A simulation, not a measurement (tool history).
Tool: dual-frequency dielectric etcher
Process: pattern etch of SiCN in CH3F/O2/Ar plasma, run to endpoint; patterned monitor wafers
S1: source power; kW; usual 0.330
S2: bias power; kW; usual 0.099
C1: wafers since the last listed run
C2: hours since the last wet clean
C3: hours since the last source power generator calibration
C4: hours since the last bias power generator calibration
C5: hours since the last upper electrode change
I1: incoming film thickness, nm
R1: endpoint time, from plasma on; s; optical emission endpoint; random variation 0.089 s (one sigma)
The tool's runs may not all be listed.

{"run": 1, "day": 0.0, "S1": 0.33, "S2": 0.099, "C1": 0, "C2": 294.1, "C3": 2661.8, "C4": 4253.2, "C5": 4846.3, "I1": 8.95, "R1": 20.6}
{"run": 2, "day": 0.438, "S1": 0.33, "S2": 0.099, "C1": 225, "C2": 304.6, "C3": 2672.3, "C4": 4263.7, "C5": 4856.8, "I1": 8.91, "R1": 20.5}
{"run": 3, "day": 0.975, "S1": 0.33, "S2": 0.099, "C1": 276, "C2": 317.5, "C3": 2685.2, "C4": 4276.6, "C5": 4869.7, "I1": 8.93, "R1": 20.3}
{"run": 4, "day": 2.775, "S1": 0.33, "S2": 0.099, "C1": 926, "C2": 360.7, "C3": 2728.4, "C4": 4319.8, "C5": 4912.9, "I1": 8.85, "R1": 20.2}
{"run": 5, "day": 3.062, "S1": 0.36, "S2": 0.086, "C1": 148, "C2": 367.6, "C3": 2735.3, "C4": 4326.7, "C5": 4919.8, "I1": 8.93, "R1": 20.8}
{"run": 6, "day": 3.542, "S1": 0.36, "S2": 0.086, "C1": 246, "C2": 379.1, "C3": 2746.8, "C4": 4338.2, "C5": 4931.3, "I1": 8.79, "R1": 20.6}
{"day": 4.733, "done": "bias power generator calibrated"}
{"run": 7, "day": 5.383, "S1": 0.35, "S2": 0.084, "C1": 862, "C2": 423.3, "C3": 2791.0, "C4": 15.6, "C5": 4975.5, "I1": 8.92, "R1": 21.2}
{"day": 6.471, "done": "wet clean of the chamber"}
{"run": 8, "day": 6.492, "S1": 0.35, "S2": 0.084, "C1": 55, "C2": 0.5, "C3": 2817.6, "C4": 42.2, "C5": 5002.1, "I1": 8.93, "R1": 21.7}
{"run": 9, "day": 6.504, "S1": 0.36, "S2": 0.099, "C1": 6, "C2": 0.8, "C3": 2817.9, "C4": 42.5, "C5": 5002.4, "I1": 8.76, "R1": 19.9}
{"run": 10, "day": 6.708, "S1": 0.33, "S2": 0.099, "C1": 105, "C2": 5.7, "C3": 2822.8, "C4": 47.4, "C5": 5007.3, "I1": 8.87, "R1": 20.9}
{"day": 7.038, "done": "source power generator calibrated"}
{"run": 11, "day": 7.229, "S1": 0.33, "S2": 0.119, "C1": 182, "C2": 18.2, "C3": 4.6, "C4": 59.9, "C5": 5019.8, "I1": 8.96, "R1": 19.6}
{"run": 12, "day": 7.667, "S1": 0.35, "S2": 0.099, "C1": 225, "C2": 28.7, "C3": 15.1, "C4": 70.4, "C5": 5030.3, "I1": 8.82, "R1": 20.1}
{"run": 13, "day": 8.246, "S1": 0.35, "S2": 0.099, "C1": 298, "C2": 42.6, "C3": 29.0, "C4": 84.3, "C5": 5044.2, "I1": 8.96, "R1": 20.5}
{"run": 14, "day": 8.854, "S1": 0.29, "S2": 0.099, "C1": 313, "C2": 57.2, "C3": 43.6, "C4": 98.9, "C5": 5058.8, "I1": 9.01, "R1": 22.4}
{"day": 10.288, "done": "upper electrode replaced"}
{"run": 15, "day": 10.308, "S1": 0.27, "S2": 0.087, "C1": 233, "C2": 92.1, "C3": 78.5, "C4": 133.8, "C5": 0.5, "I1": 8.89, "R1": 23.8}
{"run": 16, "day": 10.321, "S1": 0.26, "S2": 0.099, "C1": 6, "C2": 92.4, "C3": 78.8, "C4": 134.1, "C5": 0.8, "I1": 8.86, "R1": 22.8}
{"run": 17, "day": 10.971, "S1": 0.3, "S2": 0.075, "C1": 334, "C2": 108.0, "C3": 94.4, "C4": 149.7, "C5": 16.4, "I1": 8.93, "R1": 24.2}
{"run": 18, "day": 11.242, "S1": 0.36, "S2": 0.111, "C1": 139, "C2": 114.5, "C3": 100.9, "C4": 156.2, "C5": 22.9, "I1": 8.88, "R1": 19.0}
{"run": 19, "day": 11.712, "S1": 0.33, "S2": 0.099, "C1": 242, "C2": 125.8, "C3": 112.2, "C4": 167.5, "C5": 34.2, "I1": 9.0, "R1": 21.1}
{"run": 20, "day": 12.279, "S1": 0.33, "S2": 0.075, "C1": 291, "C2": 139.4, "C3": 125.8, "C4": 181.1, "C5": 47.8, "I1": 8.93, "R1": 23.2}
{"run": 21, "day": 12.979, "S1": 0.25, "S2": 0.121, "C1": 360, "C2": 156.2, "C3": 142.6, "C4": 197.9, "C5": 64.6, "I1": 8.81, "R1": 21.2}
{"run": 22, "day": 13.375, "S1": 0.33, "S2": 0.099, "C1": 203, "C2": 165.7, "C3": 152.1, "C4": 207.4, "C5": 74.1, "I1": 8.94, "R1": 20.9}
{"run": 23, "day": 13.85, "S1": 0.28, "S2": 0.123, "C1": 244, "C2": 177.1, "C3": 163.5, "C4": 218.8, "C5": 85.5, "I1": 8.85, "R1": 20.2}
{"run": 24, "day": 14.2, "S1": 0.33, "S2": 0.122, "C1": 180, "C2": 185.5, "C3": 171.9, "C4": 227.2, "C5": 93.9, "I1": 8.97, "R1": 19.1}
{"run": 25, "day": 14.475, "S1": 0.33, "S2": 0.089, "C1": 141, "C2": 192.1, "C3": 178.5, "C4": 233.8, "C5": 100.5, "I1": 8.94, "R1": 21.6}
{"run": 26, "day": 15.108, "S1": 0.37, "S2": 0.122, "C1": 326, "C2": 207.3, "C3": 193.7, "C4": 249.0, "C5": 115.7, "I1": 8.93, "R1": 18.2}
{"run": 27, "day": 15.479, "S1": 0.33, "S2": 0.099, "C1": 190, "C2": 216.2, "C3": 202.6, "C4": 257.9, "C5": 124.6, "I1": 8.93, "R1": 20.6}

How the hidden state differs across the entries between the runs, from the last listed run before each to the first after it:
Between runs 6 and 7: bias power generator calibrated (day 4.733)
  etch rate over this chamber's usual, %: 2.92 -> 3.2
  measured less the result without the state, R1: -0.6 -> -0.7 s
Between runs 7 and 8: wet clean of the chamber (day 6.471)
  etch rate over this chamber's usual, %: 3.2 -> 0.116
  measured less the result without the state, R1: -0.7 -> +0.0 s
Between runs 10 and 11: source power generator calibrated (day 7.038)
  etch rate over this chamber's usual, %: 0.15 -> 0.229
  measured less the result without the state, R1: +0.0 -> +0.0 s
Between runs 14 and 15: upper electrode replaced (day 10.288)
  etch rate over this chamber's usual, %: 0.477 -> 0.699
  measured less the result without the state, R1: -0.1 -> -0.2 s
